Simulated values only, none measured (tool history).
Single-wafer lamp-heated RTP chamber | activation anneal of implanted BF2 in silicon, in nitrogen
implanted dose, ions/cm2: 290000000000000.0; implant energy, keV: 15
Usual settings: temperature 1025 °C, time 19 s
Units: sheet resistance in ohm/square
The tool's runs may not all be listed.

run	hour	temperature	time	wafers since the last listed run	wafers since the last pyrometer calibration	wafers since the reflector plate was cleaned	hours since the gauge calibration	read-back reference wafer on the same gauge, sheet resistance	sheet resistance
1	0.0	1025	19	0	4517	5547	221.7	408.84	428.29
2	8.5	1025	19	116	4634	5663	230.2	408.83	427.35
3	22.9	1033	16	197	4831	5861	244.6	408.93	427.80
4	32.5	1033	16	131	4963	5992	254.2	408.99	428.73
5	41.1	1033	16	117	5081	6110	262.8	408.95	428.48
6	53.9	1025	28	175	5257	6286	275.6	408.95	422.76
7	61.0	1025	28	97	5354	6383	282.7	409.05	422.91
# hour 81.8: pyrometer window cleaned and pyrometer calibrated
8	82.3	1025	28	182	7	6566	304.0	409.00	424.37
9	94.8	1025	19	171	178	6737	316.5	409.00	429.26
10	110.7	1025	19	218	397	6956	332.4	409.06	430.67
11	125.6	1025	19	204	601	7160	347.3	409.00	428.42
12	135.0	1025	19	128	730	7289	356.7	408.88	428.37
# hour 147.8: gauge calibrated
13	152.0	1025	19	233	963	7522	4.2	408.97	428.66
14	158.8	1025	19	93	1056	7615	11.0	409.04	428.45
15	171.6	1025	19	175	1232	7791	23.8	408.88	429.24
16	182.8	1025	19	153	1386	7945	35.0	408.83	428.84
# hour 203.9: reflector plate cleaned
17	204.4	1025	28	186	1572	6	56.6	409.04	422.97
18	206.7	1016	25	31	1604	38	58.9	409.13	426.10
19	214.0	1043	19	100	1704	138	66.2	409.08	424.10
20	228.4	1025	12	197	1902	335	80.6	409.10	433.68
21	241.1	1025	19	174	2076	510	93.3	409.06	426.72
22	248.0	1044	13	94	2170	604	100.2	409.05	428.45
23	255.7	1025	19	105	2276	710	107.9	408.95	429.01
24	269.2	1025	19	185	2461	895	121.4	408.81	427.85

The next listed run, before its measurement:
25	283.2	1053	13	192	2653	1087	135.4	?	?

{"run 25": {"read-back reference wafer on the same gauge, sheet resistance": 409.08, "sheet resistance": 426.88}}
Without the tool's hidden state the same run would have given sheet resistance 429.43 ohm/square.
